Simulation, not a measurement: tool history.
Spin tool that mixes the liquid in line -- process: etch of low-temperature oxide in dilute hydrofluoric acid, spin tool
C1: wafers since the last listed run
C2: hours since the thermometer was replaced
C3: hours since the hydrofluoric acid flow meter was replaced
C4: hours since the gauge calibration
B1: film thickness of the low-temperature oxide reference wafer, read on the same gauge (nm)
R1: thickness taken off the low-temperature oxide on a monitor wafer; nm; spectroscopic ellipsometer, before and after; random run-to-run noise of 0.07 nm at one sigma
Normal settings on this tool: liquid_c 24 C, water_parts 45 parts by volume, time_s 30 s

Run 1, hour 0: usual settings; C1 0; C2 674.3; C3 1414.5; C4 55.1; B1 30.01. Result: R1 22.1 nm.
Run 2, hour 53.7: usual settings; C1 636; C2 728; C3 1468.2; C4 108.8; B1 30. Result: R1 22.19 nm.
Run 3, hour 85.7: usual settings; C1 379; C2 760; C3 1500.2; C4 140.8; B1 29.97. Result: R1 22.3 nm.
Run 4, hour 113.3: usual settings; C1 327; C2 787.6; C3 1527.8; C4 168.4; B1 29.97. Result: R1 22.3 nm.
Run 5, hour 154.4: usual settings; C1 487; C2 828.7; C3 1568.9; C4 209.5; B1 30.01. Result: R1 22.35 nm.
Run 6, hour 203.5: usual settings; C1 581; C2 877.8; C3 1618; C4 258.6; B1 30.03. Result: R1 22.47 nm.
Run 7, hour 272.8: usual settings; C1 821; C2 947.1; C3 1687.3; C4 327.9; B1 30.02. Result: R1 22.41 nm.
Run 8, hour 316.6: usual settings; C1 519; C2 990.9; C3 1731.1; C4 371.7; B1 30.02. Result: R1 22.7 nm.
At hour 331: thermometer replaced.
Run 9, hour 462.5: usual settings; C1 1717; C2 131.5; C3 1877; C4 517.6; B1 30.01. Result: R1 22.07 nm.
Run 10, hour 520.2: usual settings but liquid_c 19.5 C, water_parts 55 parts by volume, time_s 15 s; C1 683; C2 189.2; C3 1934.7; C4 575.3; B1 30.03. Result: R1 7.43 nm.
Run 11, hour 573.8: usual settings; C1 635; C2 242.8; C3 1988.3; C4 628.9; B1 30.01. Result: R1 22.24 nm.
At hour 598.8: hydrofluoric acid flow meter replaced.
Run 12, hour 635.4: usual settings but liquid_c 22.5 C, water_parts 50 parts by volume, time_s 20 s; C1 718; C2 304.4; C3 36.6; C4 690.5; B1 30. Result: R1 11.66 nm.
Run 13, hour 661.3: usual settings but water_parts 35 parts by volume, time_s 35 s; C1 306; C2 330.3; C3 62.5; C4 716.4; B1 30.01. Result: R1 31.5 nm.

Run 14 comes next. What will it give?
At hour 669.6: gauge calibrated.
Run 14, hour 718.8: usual settings; C1 681; C2 387.8; C3 120; C4 49.2; B1 ?. Result: R1 ?.

For run 14 the tool returned B1 30.01, R1 20.85 nm.
The same run, on a tool lacking any hidden state, would have yielded R1 20.29 nm.
